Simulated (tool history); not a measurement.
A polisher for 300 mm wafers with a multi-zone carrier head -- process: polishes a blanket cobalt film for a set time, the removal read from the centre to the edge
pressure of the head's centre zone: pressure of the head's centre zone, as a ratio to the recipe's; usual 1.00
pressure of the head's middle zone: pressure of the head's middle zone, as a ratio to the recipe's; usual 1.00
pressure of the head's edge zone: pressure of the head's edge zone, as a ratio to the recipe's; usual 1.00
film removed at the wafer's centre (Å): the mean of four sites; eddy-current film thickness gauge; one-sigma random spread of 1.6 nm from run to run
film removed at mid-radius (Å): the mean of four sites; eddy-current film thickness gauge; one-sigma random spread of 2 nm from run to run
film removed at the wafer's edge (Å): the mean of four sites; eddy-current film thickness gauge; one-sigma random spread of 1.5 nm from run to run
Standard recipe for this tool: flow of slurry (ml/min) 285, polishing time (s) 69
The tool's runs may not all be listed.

run	day	flow of slurry (ml/min)	pressure of the head's centre zone	pressure of the head's middle zone	pressure of the head's edge zone	polishing time (s)	wafers since the last listed run	wafers polished on this pad	hours since the slurry nozzle was cleaned	hours since the centre zone pressure was calibrated	hours since the edge zone pressure was calibrated	hours since the carrier head's membrane was replaced	incoming thickness of the incoming film, nm	film removed at the wafer's centre (Å)	film removed at mid-radius (Å)	film removed at the wafer's edge (Å)
1	0.000	285	0.92	1.00	1.00	69	0	1210	312.2	484.7	953.9	1566.4	1348.0	1817	1767	1873
# day 0.525: centre zone pressure recalibrated
2	0.896	285	1.00	1.00	1.00	69	143	1354	333.7	8.9	975.4	1587.9	1372.1	1806	1774	1833
# day 1.183: edge zone pressure recalibrated
# day 1.275: worn pad replaced by a new one
3	2.175	285	1.00	1.00	1.00	86	194	159	364.4	39.6	23.8	1618.6	1346.6	2476	2373	2434
# day 2.596: carrier head's membrane replaced by a new one
4	3.342	285	0.96	1.00	1.00	69	169	328	392.4	67.6	51.8	17.9	1371.8	1873	1852	1945
5	4.154	285	0.96	1.10	1.00	69	143	472	411.9	87.1	71.3	37.4	1331.7	1851	1999	1908
6	5.646	285	1.00	1.00	1.00	69	264	736	447.7	122.9	107.1	73.2	1366.6	1925	1828	1875
7	6.783	210	1.00	0.96	1.00	69	201	937	475.0	150.2	134.4	100.5	1355.2	1865	1657	1835
8	7.854	285	1.00	1.08	1.00	69	189	1127	500.7	175.9	160.1	126.2	1345.0	1928	1897	1888
9	8.833	285	1.00	1.00	1.00	69	173	1300	524.2	199.4	183.6	149.7	1354.4	1946	1761	1899
10	10.258	285	1.00	1.00	1.07	69	252	1553	558.4	233.6	217.8	183.9	1361.7	1924	1787	1931
# day 11.112: slurry nozzle cleaned
11	11.246	355	0.96	0.93	1.00	89	167	1720	3.2	257.3	241.5	207.6	1380.1	2442	2167	2417

Estimate the outcome of run 12 from the log above:
# day 11.821: worn pad replaced by a new one
12	12.446	285	1.00	1.07	1.00	69	182	110	32.0	286.1	270.3	236.4	1364.5	?	?	?

{"run 12": {"film removed at the wafer's centre (Å)": 2115, "film removed at mid-radius (Å)": 2045, "film removed at the wafer's edge (Å)": 1993}}
The same run, on a tool lacking any hidden state, would have yielded film removed at the wafer's centre (Å) 2016, film removed at mid-radius (Å) 2093, film removed at the wafer's edge (Å) 2039.

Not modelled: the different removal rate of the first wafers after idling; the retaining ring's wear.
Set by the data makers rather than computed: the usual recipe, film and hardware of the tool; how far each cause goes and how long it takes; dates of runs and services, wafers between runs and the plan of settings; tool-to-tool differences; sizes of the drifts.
